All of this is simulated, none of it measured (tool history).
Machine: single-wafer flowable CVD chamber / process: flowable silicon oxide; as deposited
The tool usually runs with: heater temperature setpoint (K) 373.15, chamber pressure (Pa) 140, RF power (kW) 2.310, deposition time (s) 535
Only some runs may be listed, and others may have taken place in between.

run     day  heater temperature setpoint (K)  chamber pressure (Pa)  RF power (kW)  deposition time (s)  read-back reference wafer on the same gauge, thickness_nm  mean film thickness on the monitor wafer (Å)
  1   0.000                           373.15                    123          2.310                  535                                                    529.172                                       4881.10
      0.479  -- capacitance manometer re-zeroed and calibrated
  2   0.500                           373.15                    123          2.310                  535                                                    529.432                                       4547.72
      1.092  -- RF generator calibrated
  3   1.112                           373.15                    140          2.310                  492                                                    529.127                                       4743.31
  4   1.792                           373.15                    140          2.310                  492                                                    528.748                                       4720.59
  5   2.267                           373.15                    140          2.310                  492                                                    529.289                                       4667.63
      3.129  -- showerhead replaced
  6   3.150                           373.15                    140          2.610                  488                                                    529.029                                       4721.28
  7   3.271                           373.15                    140          2.310                  535                                                    529.115                                       5081.61
  8   3.579                           382.15                    113          2.550                  535                                                    529.413                                       3228.37
  9   3.879                           360.15                    140          2.310                  535                                                    529.000                                       7386.48
 10   4.546                           384.15                    164          1.940                  601                                                    529.187                                       4606.05
 11   5.267                           382.15                    113          2.310                  500                                                    528.935                                       2988.08
 12   5.821                           373.15                    140          2.310                  535                                                    529.420                                       5018.79
 13   6.138                           373.15                    169          2.310                  535                                                    529.340                                       5907.26
 14   6.788                           382.15                    140          2.310                  464                                                    527.952                                       3339.71
 15   7.171                           373.15                    153          2.310                  446                                                    529.660                                       4518.08
 16   7.517                           373.15                    140          2.310                  535                                                    528.508                                       4983.51
 17   7.950                           373.15                    111          2.590                  585                                                    529.162                                       4460.49
 18   8.458                           381.15                    140          2.310                  490                                                    529.531                                       3604.18
 19   8.783                           373.15                    140          2.310                  535                                                    528.755                                       5013.42
 20   9.283                           386.15                    140          2.310                  487                                                    529.138                                       3106.92
 21   9.896                           373.15                    111          2.310                  444                                                    528.923                                       3293.99
 22  10.329                           388.15                    140          2.310                  437                                                    528.314                                       2650.78
 23  10.988                           368.15                    140          2.110                  494                                                    529.071                                       5177.00
 24  11.508                           373.15                    140          2.605                  535                                                    529.523                                       5013.39
 25  12.000                           373.15                    168          2.495                  535                                                    529.486                                       5873.82
 26  12.354                           382.15                    113          2.550                  535                                                    529.406                                       3152.00

The next listed run, before its measurement:
 27  13.088                           373.15                    152          2.000                  641                                                          ?                                             ?

read-back reference wafer on the same gauge, thickness_nm: 528.611
mean film thickness on the monitor wafer (Å): 6174.79
Were there no unlogged condition in the tool, this run, its random variation unchanged, would have produced mean film thickness on the monitor wafer (Å) 6530.27.

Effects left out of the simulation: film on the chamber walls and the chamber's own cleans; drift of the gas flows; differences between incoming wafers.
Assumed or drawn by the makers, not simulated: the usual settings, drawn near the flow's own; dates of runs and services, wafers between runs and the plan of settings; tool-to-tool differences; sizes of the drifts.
